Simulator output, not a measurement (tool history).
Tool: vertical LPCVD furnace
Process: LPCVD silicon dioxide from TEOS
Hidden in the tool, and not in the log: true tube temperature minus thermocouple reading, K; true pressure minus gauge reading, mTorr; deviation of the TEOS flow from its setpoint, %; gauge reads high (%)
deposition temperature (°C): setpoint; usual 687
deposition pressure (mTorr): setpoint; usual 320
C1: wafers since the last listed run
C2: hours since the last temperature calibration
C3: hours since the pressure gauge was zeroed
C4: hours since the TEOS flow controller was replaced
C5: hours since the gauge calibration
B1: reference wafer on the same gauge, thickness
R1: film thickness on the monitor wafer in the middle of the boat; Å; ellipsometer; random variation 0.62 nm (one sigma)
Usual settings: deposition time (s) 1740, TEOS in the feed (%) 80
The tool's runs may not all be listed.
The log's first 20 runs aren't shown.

{"hour": 559.4, "done": "gauge calibrated"}
{"run": 21, "hour": 582.2, "deposition temperature (°C)": 687, "deposition pressure (mTorr)": 320, "deposition time (s)": 1740, "TEOS in the feed (%)": 80, "C1": 710, "C2": 241.7, "C3": 394.2, "C4": 124.6, "C5": 22.8, "B1": 163.91, "R1": 1664.4}
{"run": 22, "hour": 608.9, "deposition temperature (°C)": 687, "deposition pressure (mTorr)": 365, "deposition time (s)": 2340, "TEOS in the feed (%)": 80, "C1": 569, "C2": 268.4, "C3": 420.9, "C4": 151.3, "C5": 49.5, "B1": 164.03, "R1": 2387.2}
{"run": 23, "hour": 629.2, "deposition temperature (°C)": 687, "deposition pressure (mTorr)": 320, "deposition time (s)": 1740, "TEOS in the feed (%)": 80, "C1": 433, "C2": 288.7, "C3": 441.2, "C4": 171.6, "C5": 69.8, "B1": 164.07, "R1": 1671.6}
{"run": 24, "hour": 650.2, "deposition temperature (°C)": 684, "deposition pressure (mTorr)": 320, "deposition time (s)": 1140, "TEOS in the feed (%)": 80, "C1": 448, "C2": 309.7, "C3": 462.2, "C4": 192.6, "C5": 90.8, "B1": 164.08, "R1": 1015.2}
{"run": 25, "hour": 678.2, "deposition temperature (°C)": 682, "deposition pressure (mTorr)": 320, "deposition time (s)": 2250, "TEOS in the feed (%)": 80, "C1": 597, "C2": 337.7, "C3": 490.2, "C4": 220.6, "C5": 118.8, "B1": 163.9, "R1": 1901.3}
{"run": 26, "hour": 709.6, "deposition temperature (°C)": 687, "deposition pressure (mTorr)": 285, "deposition time (s)": 1740, "TEOS in the feed (%)": 80, "C1": 670, "C2": 369.1, "C3": 521.6, "C4": 252, "C5": 150.2, "B1": 164.05, "R1": 1578.4}
{"run": 27, "hour": 744.9, "deposition temperature (°C)": 687, "deposition pressure (mTorr)": 320, "deposition time (s)": 1740, "TEOS in the feed (%)": 87, "C1": 753, "C2": 404.4, "C3": 556.9, "C4": 287.3, "C5": 185.5, "B1": 164.03, "R1": 1737.7}
{"run": 28, "hour": 767.2, "deposition temperature (°C)": 693, "deposition pressure (mTorr)": 395, "deposition time (s)": 2160, "TEOS in the feed (%)": 93, "C1": 475, "C2": 426.7, "C3": 579.2, "C4": 309.6, "C5": 207.8, "B1": 164.08, "R1": 2852.6}
{"run": 29, "hour": 795.4, "deposition temperature (°C)": 687, "deposition pressure (mTorr)": 320, "deposition time (s)": 1740, "TEOS in the feed (%)": 80, "C1": 601, "C2": 454.9, "C3": 607.4, "C4": 337.8, "C5": 236, "B1": 163.99, "R1": 1668.3}
{"run": 30, "hour": 826.0, "deposition temperature (°C)": 696, "deposition pressure (mTorr)": 295, "deposition time (s)": 1410, "TEOS in the feed (%)": 80, "C1": 653, "C2": 485.5, "C3": 638, "C4": 368.4, "C5": 266.6, "B1": 163.97, "R1": 1602.6}
{"run": 31, "hour": 843.9, "deposition temperature (°C)": 687, "deposition pressure (mTorr)": 320, "deposition time (s)": 1740, "TEOS in the feed (%)": 80, "C1": 382, "C2": 503.4, "C3": 655.9, "C4": 386.3, "C5": 284.5, "B1": 163.99, "R1": 1663.4}

Forecast each of these 4 alternatives for the next run:
{"run": "A", "hour": 848.1, "deposition temperature (°C)": 687, "deposition pressure (mTorr)": 320, "deposition time (s)": 1440, "TEOS in the feed (%)": 80, "C1": 89, "C2": 507.6, "C3": 660.1, "C4": 390.5, "C5": 288.7, "B1": "?", "R1": "?"}
{"run": "B", "hour": 848.1, "deposition temperature (°C)": 691, "deposition pressure (mTorr)": 280, "deposition time (s)": 1740, "TEOS in the feed (%)": 80, "C1": 89, "C2": 507.6, "C3": 660.1, "C4": 390.5, "C5": 288.7, "B1": "?", "R1": "?"}
{"run": "C", "hour": 848.1, "deposition temperature (°C)": 683, "deposition pressure (mTorr)": 295, "deposition time (s)": 2250, "TEOS in the feed (%)": 89, "C1": 89, "C2": 507.6, "C3": 660.1, "C4": 390.5, "C5": 288.7, "B1": "?", "R1": "?"}
{"run": "D", "hour": 848.1, "deposition temperature (°C)": 687, "deposition pressure (mTorr)": 320, "deposition time (s)": 1740, "TEOS in the feed (%)": 91, "C1": 89, "C2": 507.6, "C3": 660.1, "C4": 390.5, "C5": 288.7, "B1": "?", "R1": "?"}

run=A B1=164.08 R1=1387.8
run=B B1=164.08 R1=1725.3
run=C B1=164.08 R1=1994.9
run=D B1=164.08 R1=1788.5
Without the tool's hidden state the same runs would have given:
run=A R1=1387.8
run=B R1=1725.3
run=C R1=1994.9
run=D R1=1788.5
